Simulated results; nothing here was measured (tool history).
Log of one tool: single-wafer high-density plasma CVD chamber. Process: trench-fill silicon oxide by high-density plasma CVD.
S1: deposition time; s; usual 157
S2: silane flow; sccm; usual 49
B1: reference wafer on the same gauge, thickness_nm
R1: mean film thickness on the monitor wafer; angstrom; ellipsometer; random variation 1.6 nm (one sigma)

Run 1, hour 0: usual settings; B1 879.337. Result: R1 7681.59 angstrom.
Run 2, hour 36.7: usual settings but S1 139 s; B1 879.527. Result: R1 6787.68 angstrom.
At hour 80.5: gauge calibrated.
Run 3, hour 96.9: usual settings but S1 139 s; B1 879.297. Result: R1 6822.41 angstrom.
Run 4, hour 151.8: usual settings but S1 148 s; B1 879.241. Result: R1 7236.11 angstrom.
Run 5, hour 211: usual settings but S1 148 s; B1 880.025. Result: R1 7253.66 angstrom.
Run 6, hour 256.2: usual settings but S1 164 s; B1 880.126. Result: R1 8074.45 angstrom.
Run 7, hour 298.1: usual settings but S1 164 s; B1 880.385. Result: R1 8068.62 angstrom.
Run 8, hour 341.3: usual settings; B1 879.698. Result: R1 7757.63 angstrom.
Run 9, hour 374.2: usual settings; B1 880.235. Result: R1 7700.41 angstrom.
Run 10, hour 408.7: usual settings; B1 880.013. Result: R1 7701.04 angstrom.
Run 11, hour 458.5: usual settings; B1 879.82. Result: R1 7708.34 angstrom.
Run 12, hour 509.1: usual settings; B1 878.755. Result: R1 7748.34 angstrom.
Run 13, hour 546: usual settings; B1 879.919. Result: R1 7728.98 angstrom.
Run 14, hour 576.5: usual settings; B1 880.582. Result: R1 7735.1 angstrom.
Run 15, hour 612.9: usual settings; B1 880.624. Result: R1 7721.28 angstrom.
Run 16, hour 643.8: usual settings; B1 879.311. Result: R1 7742.57 angstrom.
At hour 779.8: silane flow controller replaced.
Run 17, hour 847.2: usual settings; B1 880.322. Result: R1 7616.25 angstrom.
Run 18, hour 890: usual settings; B1 879.694. Result: R1 7626.11 angstrom.
Run 19, hour 946.1: usual settings; B1 879.338. Result: R1 7619.6 angstrom.
Run 20, hour 988.4: usual settings; B1 880.154. Result: R1 7589.71 angstrom.
Run 21, hour 1024.2: usual settings; B1 879.935. Result: R1 7606.79 angstrom.
Run 22, hour 1075.7: usual settings; B1 880.066. Result: R1 7647.75 angstrom.
Run 23, hour 1109.9: usual settings; B1 879.599. Result: R1 7641.86 angstrom.
Run 24, hour 1145.8: usual settings but S1 170 s, S2 41 sccm; B1 880.372. Result: R1 6912.74 angstrom.
Run 25, hour 1171.5: usual settings but S1 149 s, S2 54 sccm; B1 881.022. Result: R1 7983.14 angstrom.
Run 26, hour 1243.1: usual settings but S1 176 s, S2 54 sccm; B1 880.25. Result: R1 9412.52 angstrom.
Run 27, hour 1286.8: usual settings but S1 166 s, S2 43 sccm; B1 879.018. Result: R1 7065.77 angstrom.
Run 28, hour 1351.1: usual settings but S1 144 s, S2 45 sccm; B1 879.911. Result: R1 6424.13 angstrom.
Run 29, hour 1446.5: usual settings; B1 879.565. Result: R1 7621.92 angstrom.
At hour 1471.1: gauge calibrated.
Run 30, hour 1489.3: usual settings; B1 879.442. Result: R1 7630.05 angstrom.
Run 31, hour 1516.8: usual settings but S1 130 s, S2 56 sccm; B1 880.118. Result: R1 7227.3 angstrom.
Run 32, hour 1588.3: usual settings but S1 181 s, S2 43 sccm; B1 880.255. Result: R1 7751.86 angstrom.
Run 33, hour 1642.9: usual settings but S2 58 sccm; B1 881.03. Result: R1 9006.22 angstrom.
Run 34, hour 1713.6: usual settings but S1 186 s, S2 55 sccm; B1 880.084. Result: R1 10138.37 angstrom.
Run 35, hour 1783.6: usual settings; B1 879.54. Result: R1 7634.88 angstrom.
Run 36, hour 1829.9: usual settings; B1 880.429. Result: R1 7651.57 angstrom.
Run 37, hour 1887.1: usual settings but S1 179 s; B1 880.326. Result: R1 8676.7 angstrom.
Run 38, hour 1928.5: usual settings but S1 132 s, S2 55 sccm; B1 879.579. Result: R1 7180.53 angstrom.
Run 39, hour 1999.8: usual settings but S1 148 s, S2 53 sccm; B1 879.042. Result: R1 7779.89 angstrom.
Run 40, hour 2040.7: usual settings but S1 134 s, S2 41 sccm; B1 879.4. Result: R1 5442.53 angstrom.
Run 41, hour 2083.4: usual settings but S1 175 s, S2 57 sccm; B1 880.423. Result: R1 9929.98 angstrom.
Run 42, hour 2152.2: usual settings but S1 177 s, S2 55 sccm; B1 880.3. Result: R1 9680.76 angstrom.
Run 43, hour 2186: usual settings but S1 128 s, S2 57 sccm; B1 880.043. Result: R1 7271.37 angstrom.
Run 44, hour 2210.8: usual settings but S1 181 s, S2 41 sccm; B1 879.884. Result: R1 7372.61 angstrom.
Run 45, hour 2274.6: usual settings but S1 170 s, S2 54 sccm; B1 879.57. Result: R1 9126.82 angstrom.

Forecast each of these 5 alternatives for the next run:
Run A, hour 2275: usual settings but S2 53 sccm; B1 ?. Result: R1 ?.
Run B, hour 2275: usual settings but S2 52 sccm; B1 ?. Result: R1 ?.
Run C, hour 2275: usual settings but S1 147 s, S2 40 sccm; B1 ?. Result: R1 ?.
Run D, hour 2275: usual settings but S1 184 s, S2 41 sccm; B1 ?. Result: R1 ?.
Run E, hour 2275: usual settings but S1 142 s, S2 40 sccm; B1 ?. Result: R1 ?.

run       B1       R1
  A  879.773  8285.31
  B  879.773  8128.98
  C  879.773  5854.78
  D  879.773  7511.64
  E  879.773  5655.64
Without the tool's hidden state the same runs would have given:
run       R1
  A  8263.15
  B  8107.25
  C  5839.12
  D  7491.56
  E  5640.51

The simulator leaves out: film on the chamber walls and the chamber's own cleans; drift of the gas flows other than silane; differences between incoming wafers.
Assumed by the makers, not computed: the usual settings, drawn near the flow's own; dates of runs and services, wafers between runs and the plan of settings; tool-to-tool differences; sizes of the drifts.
